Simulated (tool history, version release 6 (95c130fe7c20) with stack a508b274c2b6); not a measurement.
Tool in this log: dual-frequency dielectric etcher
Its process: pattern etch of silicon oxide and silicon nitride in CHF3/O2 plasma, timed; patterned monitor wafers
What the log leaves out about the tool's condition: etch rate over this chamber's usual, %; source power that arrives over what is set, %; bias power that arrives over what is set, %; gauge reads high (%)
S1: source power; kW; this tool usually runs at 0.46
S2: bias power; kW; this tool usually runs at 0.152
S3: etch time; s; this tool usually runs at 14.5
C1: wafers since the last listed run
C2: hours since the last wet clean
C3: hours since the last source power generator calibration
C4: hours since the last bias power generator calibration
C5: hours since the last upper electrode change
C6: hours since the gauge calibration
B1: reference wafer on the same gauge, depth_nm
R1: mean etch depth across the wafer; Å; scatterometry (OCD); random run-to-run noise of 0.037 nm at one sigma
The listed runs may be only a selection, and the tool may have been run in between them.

| run | hour | S1 | S2 | S3 | C1 | C2 | C3 | C4 | C5 | C6 | B1 | R1 |
|---|---|---|---|---|---|---|---|---|---|---|---|---|
| 1 | 0 | 0.46 | 0.122 | 14.5 | 0 | 149.4 | 2796.3 | 3081 | 2632.4 | 1406.8 | 20.5 | 179.2 |
| 2 | 58.5 | 0.46 | 0.122 | 14.5 | 1242 | 207.9 | 2854.8 | 3139.5 | 2690.9 | 1465.3 | 20.5 | 178.6 |
| 3 | 130.1 | 0.46 | 0.122 | 14.5 | 1521 | 279.5 | 2926.4 | 3211.1 | 2762.5 | 1536.9 | 20.49 | 178.3 |
| 4 | 234.4 | 0.46 | 0.167 | 14.5 | 2215 | 383.8 | 3030.7 | 3315.4 | 2866.8 | 1641.2 | 20.5 | 192.7 |
| 5 | 285.7 | 0.46 | 0.167 | 14.5 | 1089 | 435.1 | 3082 | 3366.7 | 2918.1 | 1692.5 | 20.5 | 193 |
|  | 325.3 | upper electrode replaced |
| 6 | 340.1 | 0.54 | 0.152 | 13 | 645 | 489.5 | 3136.4 | 3421.1 | 14.8 | 1746.9 | 20.49 | 181.2 |
|  | 383.8 | wet clean of the chamber |
| 7 | 388 | 0.54 | 0.152 | 13 | 507 | 4.2 | 3184.3 | 3469 | 62.7 | 1794.8 | 20.5 | 181.8 |
| 8 | 427.1 | 0.46 | 0.152 | 16.5 | 830 | 43.3 | 3223.4 | 3508.1 | 101.8 | 1833.9 | 20.5 | 214.7 |
|  | 499.4 | bias power generator calibrated |
| 9 | 499.9 | 0.46 | 0.152 | 16.5 | 1461 | 116.1 | 3296.2 | 0.5 | 174.6 | 1906.7 | 20.5 | 211.2 |
| 10 | 544.6 | 0.38 | 0.152 | 14.5 | 949 | 160.8 | 3340.9 | 45.2 | 219.3 | 1951.4 | 20.5 | 170.2 |
|  | 549.8 | gauge calibrated |
| 11 | 615 | 0.38 | 0.152 | 14.5 | 1495 | 231.2 | 3411.3 | 115.6 | 289.7 | 65.2 | 20.5 | 170.2 |
| 12 | 667.4 | 0.52 | 0.128 | 17.5 | 1113 | 283.6 | 3463.7 | 168 | 342.1 | 117.6 | 20.49 | 227.9 |
| 13 | 726.1 | 0.4 | 0.175 | 18 | 1247 | 342.3 | 3522.4 | 226.7 | 400.8 | 176.3 | 20.51 | 223.6 |
| 14 | 786.6 | 0.42 | 0.182 | 14.5 | 1285 | 402.8 | 3582.9 | 287.2 | 461.3 | 236.8 | 20.5 | 186.1 |
| 15 | 824.6 | 0.41 | 0.119 | 14.5 | 807 | 440.8 | 3620.9 | 325.2 | 499.3 | 274.8 | 20.51 | 166.8 |
| 16 | 875 | 0.46 | 0.152 | 14.5 | 1070 | 491.2 | 3671.3 | 375.6 | 549.7 | 325.2 | 20.51 | 185.9 |
|  | 879.1 | source power generator calibrated |
|  | 948.9 | wet clean of the chamber |
| 17 | 949.4 | 0.46 | 0.152 | 14.5 | 985 | 0.5 | 70.3 | 450 | 624.1 | 399.6 | 20.5 | 188.4 |
| 18 | 957.5 | 0.5 | 0.123 | 14.5 | 172 | 8.6 | 78.4 | 458.1 | 632.2 | 407.7 | 20.49 | 186.5 |
| 19 | 1004 | 0.34 | 0.131 | 18 | 987 | 55.1 | 124.9 | 504.6 | 678.7 | 454.2 | 20.5 | 196.1 |
| 20 | 1031.6 | 0.41 | 0.119 | 14.5 | 586 | 82.7 | 152.5 | 532.2 | 706.3 | 481.8 | 20.5 | 169.5 |
| 21 | 1080.2 | 0.49 | 0.114 | 11 | 1032 | 131.3 | 201.1 | 580.8 | 754.9 | 530.4 | 20.5 | 137.5 |
| 22 | 1108 | 0.46 | 0.152 | 14.5 | 590 | 159.1 | 228.9 | 608.6 | 782.7 | 558.2 | 20.51 | 187.5 |
| 23 | 1161.4 | 0.36 | 0.152 | 17.5 | 1134 | 212.5 | 282.3 | 662 | 836.1 | 611.6 | 20.49 | 202.3 |
| 24 | 1217.9 | 0.54 | 0.152 | 13 | 1200 | 269 | 338.8 | 718.5 | 892.6 | 668.1 | 20.5 | 180.9 |
| 25 | 1252.7 | 0.46 | 0.152 | 14.5 | 739 | 303.8 | 373.6 | 753.3 | 927.4 | 702.9 | 20.49 | 187.7 |
| 26 | 1286.6 | 0.52 | 0.181 | 12.5 | 720 | 337.7 | 407.5 | 787.2 | 961.3 | 736.8 | 20.5 | 178.2 |
| 27 | 1321.6 | 0.46 | 0.122 | 14.5 | 743 | 372.7 | 442.5 | 822.2 | 996.3 | 771.8 | 20.5 | 178.3 |
| 28 | 1348 | 0.54 | 0.152 | 14.5 | 560 | 399.1 | 468.9 | 848.6 | 1022.7 | 798.2 | 20.5 | 201.1 |
| 29 | 1401.9 | 0.46 | 0.125 | 14.5 | 1145 | 453 | 522.8 | 902.5 | 1076.6 | 852.1 | 20.5 | 178.8 |

Each row is a separate what-if for the run after 29, all from the same tool condition, not one after another. Results?
| A | 1402.3 | 0.46 | 0.135 | 14.5 | 8 | 453.4 | 523.2 | 902.9 | 1077 | 852.5 | ? | ? |
| B | 1402.3 | 0.46 | 0.152 | 19 | 8 | 453.4 | 523.2 | 902.9 | 1077 | 852.5 | ? | ? |
| C | 1402.3 | 0.4 | 0.152 | 12 | 8 | 453.4 | 523.2 | 902.9 | 1077 | 852.5 | ? | ? |
| D | 1402.3 | 0.4 | 0.152 | 14.5 | 8 | 453.4 | 523.2 | 902.9 | 1077 | 852.5 | ? | ? |

| run | B1 | R1 |
|---|---|---|
| A | 20.49 | 182.1 |
| B | 20.49 | 245.4 |
| C | 20.49 | 145.4 |
| D | 20.49 | 175.7 |
Had the tool no hidden state, the same runs would have come out as:
| run | R1 |
|---|---|
| A | 184.1 |
| B | 248 |
| C | 147 |
| D | 177.6 |

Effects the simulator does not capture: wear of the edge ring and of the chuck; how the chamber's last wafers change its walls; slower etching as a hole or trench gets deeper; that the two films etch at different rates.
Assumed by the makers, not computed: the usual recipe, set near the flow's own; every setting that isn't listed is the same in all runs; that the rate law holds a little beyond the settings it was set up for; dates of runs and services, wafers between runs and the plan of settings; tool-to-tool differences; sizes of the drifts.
